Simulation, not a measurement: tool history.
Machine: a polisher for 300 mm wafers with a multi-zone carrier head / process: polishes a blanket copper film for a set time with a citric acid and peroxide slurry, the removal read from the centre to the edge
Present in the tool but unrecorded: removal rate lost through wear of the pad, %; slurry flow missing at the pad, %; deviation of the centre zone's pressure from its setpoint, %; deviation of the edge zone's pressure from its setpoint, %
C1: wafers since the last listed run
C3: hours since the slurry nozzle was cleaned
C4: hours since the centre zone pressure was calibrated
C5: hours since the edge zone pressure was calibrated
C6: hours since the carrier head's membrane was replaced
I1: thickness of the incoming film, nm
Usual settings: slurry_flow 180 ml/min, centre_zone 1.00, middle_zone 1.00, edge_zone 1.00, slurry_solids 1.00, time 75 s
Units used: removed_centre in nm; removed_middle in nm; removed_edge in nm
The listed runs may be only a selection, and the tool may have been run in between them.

{"run": 1, "hour": 0.0, "slurry_flow": 180, "centre_zone": 1.0, "middle_zone": 1.0, "edge_zone": 1.0, "slurry_solids": 1.0, "time": 75, "C1": 0, "wafers polished on this pad": 2324, "C3": 44.1, "C4": 447.9, "C5": 571.8, "C6": 901.9, "I1": 986.0, "removed_centre": 180.2, "removed_middle": 170.7, "removed_edge": 176.1}
{"run": 2, "hour": 90.7, "slurry_flow": 180, "centre_zone": 1.0, "middle_zone": 1.0, "edge_zone": 1.0, "slurry_solids": 1.0, "time": 86, "C1": 756, "wafers polished on this pad": 3081, "C3": 134.8, "C4": 538.6, "C5": 662.5, "C6": 992.6, "I1": 985.7, "removed_centre": 210.7, "removed_middle": 197.3, "removed_edge": 197.5}
{"hour": 145.5, "done": "carrier head's membrane replaced by a new one"}
{"run": 3, "hour": 158.2, "slurry_flow": 180, "centre_zone": 1.0, "middle_zone": 1.0, "edge_zone": 1.0, "slurry_solids": 1.0, "time": 86, "C1": 521, "wafers polished on this pad": 3602, "C3": 202.3, "C4": 606.1, "C5": 730.0, "C6": 12.7, "I1": 974.2, "removed_centre": 207.9, "removed_middle": 196.4, "removed_edge": 199.7}
{"hour": 188.4, "done": "worn pad replaced by a new one"}
{"hour": 204.1, "done": "edge zone pressure recalibrated"}
{"run": 4, "hour": 207.2, "slurry_flow": 180, "centre_zone": 1.0, "middle_zone": 1.0, "edge_zone": 1.0, "slurry_solids": 1.0, "time": 86, "C1": 358, "wafers polished on this pad": 139, "C3": 251.3, "C4": 655.1, "C5": 3.1, "C6": 61.7, "I1": 977.2, "removed_centre": 207.7, "removed_middle": 195.5, "removed_edge": 198.1}
{"hour": 216.5, "done": "centre zone pressure recalibrated"}
{"run": 5, "hour": 245.3, "slurry_flow": 180, "centre_zone": 1.0, "middle_zone": 1.0, "edge_zone": 1.0, "slurry_solids": 1.0, "time": 75, "C1": 301, "wafers polished on this pad": 440, "C3": 289.4, "C4": 28.8, "C5": 41.2, "C6": 99.8, "I1": 971.8, "removed_centre": 170.4, "removed_middle": 168.2, "removed_edge": 171.9}
{"hour": 417.3, "done": "slurry nozzle cleaned"}
{"run": 6, "hour": 440.5, "slurry_flow": 180, "centre_zone": 1.0, "middle_zone": 1.0, "edge_zone": 1.0, "slurry_solids": 1.0, "time": 75, "C1": 1619, "wafers polished on this pad": 2060, "C3": 23.2, "C4": 224.0, "C5": 236.4, "C6": 295.0, "I1": 972.2, "removed_centre": 181.2, "removed_middle": 173.0, "removed_edge": 172.9}
{"run": 7, "hour": 501.7, "slurry_flow": 180, "centre_zone": 1.0, "middle_zone": 1.0, "edge_zone": 1.0, "slurry_solids": 1.0, "time": 75, "C1": 510, "wafers polished on this pad": 2571, "C3": 84.4, "C4": 285.2, "C5": 297.6, "C6": 356.2, "I1": 960.5, "removed_centre": 178.1, "removed_middle": 173.0, "removed_edge": 172.8}
{"run": 8, "hour": 565.5, "slurry_flow": 180, "centre_zone": 1.0, "middle_zone": 1.0, "edge_zone": 1.0, "slurry_solids": 1.0, "time": 75, "C1": 532, "wafers polished on this pad": 3103, "C3": 148.2, "C4": 349.0, "C5": 361.4, "C6": 420.0, "I1": 974.0, "removed_centre": 176.0, "removed_middle": 171.7, "removed_edge": 173.9}
{"hour": 714.0, "done": "worn pad replaced by a new one"}
{"run": 9, "hour": 735.3, "slurry_flow": 180, "centre_zone": 1.0, "middle_zone": 1.06, "edge_zone": 1.0, "slurry_solids": 1.0, "time": 75, "C1": 1382, "wafers polished on this pad": 177, "C3": 318.0, "C4": 518.8, "C5": 531.2, "C6": 589.8, "I1": 987.0, "removed_centre": 176.9, "removed_middle": 175.2, "removed_edge": 170.9}
{"run": 10, "hour": 787.5, "slurry_flow": 180, "centre_zone": 1.0, "middle_zone": 1.0, "edge_zone": 1.0, "slurry_solids": 1.0, "time": 75, "C1": 435, "wafers polished on this pad": 613, "C3": 370.2, "C4": 571.0, "C5": 583.4, "C6": 642.0, "I1": 981.7, "removed_centre": 176.4, "removed_middle": 165.5, "removed_edge": 168.8}
{"run": 11, "hour": 868.6, "slurry_flow": 180, "centre_zone": 1.0, "middle_zone": 1.0, "edge_zone": 1.0, "slurry_solids": 1.0, "time": 75, "C1": 676, "wafers polished on this pad": 1289, "C3": 451.3, "C4": 652.1, "C5": 664.5, "C6": 723.1, "I1": 989.9, "removed_centre": 173.4, "removed_middle": 160.0, "removed_edge": 167.7}
{"hour": 914.1, "done": "slurry nozzle cleaned"}
{"run": 12, "hour": 914.5, "slurry_flow": 125, "centre_zone": 1.11, "middle_zone": 1.0, "edge_zone": 1.0, "slurry_solids": 1.3, "time": 97, "C1": 374, "wafers polished on this pad": 1664, "C3": 0.4, "C4": 698.0, "C5": 710.4, "C6": 769.0, "I1": 969.1, "removed_centre": 272.4, "removed_middle": 225.0, "removed_edge": 232.3}
{"run": 13, "hour": 1016.5, "slurry_flow": 180, "centre_zone": 1.0, "middle_zone": 1.0, "edge_zone": 0.93, "slurry_solids": 0.75, "time": 65, "C1": 850, "wafers polished on this pad": 2514, "C3": 102.4, "C4": 800.0, "C5": 812.4, "C6": 871.0, "I1": 980.7, "removed_centre": 146.9, "removed_middle": 132.6, "removed_edge": 127.7}
{"hour": 1047.2, "done": "edge zone pressure recalibrated"}
{"hour": 1048.9, "done": "centre zone pressure recalibrated"}
{"run": 14, "hour": 1068.9, "slurry_flow": 180, "centre_zone": 1.0, "middle_zone": 1.0, "edge_zone": 1.0, "slurry_solids": 1.0, "time": 75, "C1": 406, "wafers polished on this pad": 2921, "C3": 154.8, "C4": 20.0, "C5": 21.7, "C6": 923.4, "I1": 952.9, "removed_centre": 170.0, "removed_middle": 171.7, "removed_edge": 172.5}
{"run": 15, "hour": 1117.7, "slurry_flow": 180, "centre_zone": 1.0, "middle_zone": 1.0, "edge_zone": 1.0, "slurry_solids": 1.0, "time": 88, "C1": 407, "wafers polished on this pad": 3328, "C3": 203.6, "C4": 68.8, "C5": 70.5, "C6": 972.2, "I1": 953.7, "removed_centre": 198.7, "removed_middle": 198.9, "removed_edge": 201.6}
{"run": 16, "hour": 1167.9, "slurry_flow": 210, "centre_zone": 1.0, "middle_zone": 1.0, "edge_zone": 1.0, "slurry_solids": 1.0, "time": 75, "C1": 418, "wafers polished on this pad": 3747, "C3": 253.8, "C4": 119.0, "C5": 120.7, "C6": 1022.4, "I1": 983.3, "removed_centre": 175.5, "removed_middle": 174.1, "removed_edge": 175.2}
{"hour": 1206.2, "done": "worn pad replaced by a new one"}
{"hour": 1258.6, "done": "carrier head's membrane replaced by a new one"}
{"hour": 1455.0, "done": "slurry nozzle cleaned"}
{"run": 17, "hour": 1465.0, "slurry_flow": 230, "centre_zone": 1.0, "middle_zone": 1.0, "edge_zone": 1.0, "slurry_solids": 0.75, "time": 75, "C1": 2394, "wafers polished on this pad": 2108, "C3": 10.0, "C4": 416.1, "C5": 417.8, "C6": 206.4, "I1": 973.2, "removed_centre": 169.4, "removed_middle": 161.0, "removed_edge": 161.2}
{"run": 18, "hour": 1520.7, "slurry_flow": 180, "centre_zone": 1.0, "middle_zone": 1.09, "edge_zone": 0.88, "slurry_solids": 1.0, "time": 75, "C1": 464, "wafers polished on this pad": 2573, "C3": 65.7, "C4": 471.8, "C5": 473.5, "C6": 262.1, "I1": 964.7, "removed_centre": 181.9, "removed_middle": 185.3, "removed_edge": 163.1}
{"run": 19, "hour": 1558.2, "slurry_flow": 245, "centre_zone": 1.0, "middle_zone": 1.0, "edge_zone": 1.0, "slurry_solids": 1.0, "time": 75, "C1": 312, "wafers polished on this pad": 2886, "C3": 103.2, "C4": 509.3, "C5": 511.0, "C6": 299.6, "I1": 967.2, "removed_centre": 186.7, "removed_middle": 180.5, "removed_edge": 183.7}
{"hour": 1656.4, "done": "worn pad replaced by a new one"}
{"run": 20, "hour": 1656.9, "slurry_flow": 180, "centre_zone": 1.0, "middle_zone": 1.0, "edge_zone": 0.9, "slurry_solids": 1.0, "time": 53, "C1": 789, "wafers polished on this pad": 4, "C3": 201.9, "C4": 608.0, "C5": 609.7, "C6": 398.3, "I1": 962.7, "removed_centre": 131.4, "removed_middle": 120.7, "removed_edge": 115.2}

5 options for the next run, each taken on its own from the tool as it stands now. Forecast them:
{"run": "A", "hour": 1657.3, "slurry_flow": 180, "centre_zone": 1.0, "middle_zone": 1.0, "edge_zone": 1.0, "slurry_solids": 1.0, "time": 75, "C1": 3, "wafers polished on this pad": 7, "C3": 202.3, "C4": 608.4, "C5": 610.1, "C6": 398.7, "I1": 970.4, "removed_centre": "?", "removed_middle": "?", "removed_edge": "?"}
{"run": "B", "hour": 1657.3, "slurry_flow": 180, "centre_zone": 0.9, "middle_zone": 1.0, "edge_zone": 1.0, "slurry_solids": 1.0, "time": 101, "C1": 3, "wafers polished on this pad": 7, "C3": 202.3, "C4": 608.4, "C5": 610.1, "C6": 398.7, "I1": 970.4, "removed_centre": "?", "removed_middle": "?", "removed_edge": "?"}
{"run": "C", "hour": 1657.3, "slurry_flow": 210, "centre_zone": 1.0, "middle_zone": 1.0, "edge_zone": 1.0, "slurry_solids": 1.0, "time": 58, "C1": 3, "wafers polished on this pad": 7, "C3": 202.3, "C4": 608.4, "C5": 610.1, "C6": 398.7, "I1": 970.4, "removed_centre": "?", "removed_middle": "?", "removed_edge": "?"}
{"run": "D", "hour": 1657.3, "slurry_flow": 180, "centre_zone": 1.0, "middle_zone": 1.0, "edge_zone": 1.0, "slurry_solids": 0.75, "time": 83, "C1": 3, "wafers polished on this pad": 7, "C3": 202.3, "C4": 608.4, "C5": 610.1, "C6": 398.7, "I1": 970.4, "removed_centre": "?", "removed_middle": "?", "removed_edge": "?"}
{"run": "E", "hour": 1657.3, "slurry_flow": 125, "centre_zone": 1.0, "middle_zone": 1.0, "edge_zone": 1.0, "slurry_solids": 0.85, "time": 75, "C1": 3, "wafers polished on this pad": 7, "C3": 202.3, "C4": 608.4, "C5": 610.1, "C6": 398.7, "I1": 970.4, "removed_centre": "?", "removed_middle": "?", "removed_edge": "?"}

run=A removed_centre=182.6 removed_middle=170.8 removed_edge=170.4
run=B removed_centre=221.2 removed_middle=230.2 removed_edge=229.5
run=C removed_centre=145.5 removed_middle=135.6 removed_edge=134.4
run=D removed_centre=180.2 removed_middle=168.6 removed_edge=168.2
run=E removed_centre=155.8 removed_middle=147.4 removed_edge=150.8
The same runs, with their run-to-run variation unchanged, on a tool lacking any hidden condition would have given:
run=A removed_centre=174.6 removed_middle=172.8 removed_edge=171.8
run=B removed_centre=211.5 removed_middle=232.9 removed_edge=231.4
run=C removed_centre=138.9 removed_middle=137.0 removed_edge=135.3
run=D removed_centre=172.3 removed_middle=170.6 removed_edge=169.6
run=E removed_centre=149.9 removed_middle=150.0 removed_edge=152.5

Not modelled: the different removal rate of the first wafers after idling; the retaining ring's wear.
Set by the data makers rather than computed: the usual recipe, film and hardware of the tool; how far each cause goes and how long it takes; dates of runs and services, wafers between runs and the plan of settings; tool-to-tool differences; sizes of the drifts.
